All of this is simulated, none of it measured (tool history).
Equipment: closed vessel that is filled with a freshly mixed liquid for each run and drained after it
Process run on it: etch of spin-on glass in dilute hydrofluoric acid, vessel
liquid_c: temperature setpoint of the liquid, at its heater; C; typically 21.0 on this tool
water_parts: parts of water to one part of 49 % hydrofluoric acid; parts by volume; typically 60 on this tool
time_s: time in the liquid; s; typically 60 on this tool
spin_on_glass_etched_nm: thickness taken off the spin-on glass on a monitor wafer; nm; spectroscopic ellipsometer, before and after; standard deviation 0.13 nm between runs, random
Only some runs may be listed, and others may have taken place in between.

run	hour	liquid_c	water_parts	time_s	read-back film thickness of the spin-on glass reference wafer, read on the same gauge (nm)	spin_on_glass_etched_nm
1	0.0	21.0	60	60	69.99	39.10
2	66.1	21.0	35	45	70.00	51.66
3	287.5	21.0	60	60	69.99	38.64
# hour 288.7: hydrofluoric acid flow meter replaced
4	353.7	21.0	60	60	70.02	40.03
5	401.4	21.0	60	60	70.03	39.96
6	441.3	21.0	60	60	69.98	40.20
7	544.3	21.0	60	60	70.01	39.84
8	634.5	21.0	60	60	70.02	39.78
9	733.3	21.0	60	60	70.00	39.58
# hour 793.3: gauge calibrated
10	821.6	21.0	60	40	69.96	26.20
11	921.7	21.0	60	40	69.99	26.11
12	995.4	21.0	60	60	69.98	39.12
13	1084.6	21.0	60	60	70.02	39.15
14	1145.3	21.0	60	60	69.99	39.12
15	1292.6	21.0	35	90	70.00	102.30
16	1354.6	23.5	35	80	69.96	101.29
# hour 1363.8: hydrofluoric acid flow meter replaced
17	1434.1	21.0	60	60	70.02	40.00
18	1478.8	21.0	60	60	69.98	40.05
19	1534.2	25.0	60	70	69.98	54.67
20	1607.4	22.5	90	50	70.03	22.60
21	1671.1	21.0	60	60	69.98	39.56
22	1715.5	24.5	90	60	69.98	29.21
# hour 1877.9: thermometer replaced
23	2036.3	24.0	70	30	70.03	18.69
24	2107.5	18.0	75	45	70.00	20.21
25	2154.1	21.0	60	60	69.95	39.12
26	2239.8	19.5	75	75	70.01	35.66
27	2297.2	21.0	60	60	69.98	38.86
# hour 2341.6: hydrofluoric acid flow meter replaced
28	2394.5	21.0	80	95	70.01	46.57
29	2431.6	21.0	60	60	70.03	40.04
30	2494.0	21.0	60	60	69.99	40.03

Run 31 has not been measured yet. What should we expect?
31	2545.8	17.5	45	60	?	?

{"run 31": {"read-back film thickness of the spin-on glass reference wafer, read on the same gauge (nm)": 70.04, "spin_on_glass_etched_nm": 46.66}}
On a tool with no hidden condition, and with the same random variation, this run would have come out at spin_on_glass_etched_nm 47.09 nm.

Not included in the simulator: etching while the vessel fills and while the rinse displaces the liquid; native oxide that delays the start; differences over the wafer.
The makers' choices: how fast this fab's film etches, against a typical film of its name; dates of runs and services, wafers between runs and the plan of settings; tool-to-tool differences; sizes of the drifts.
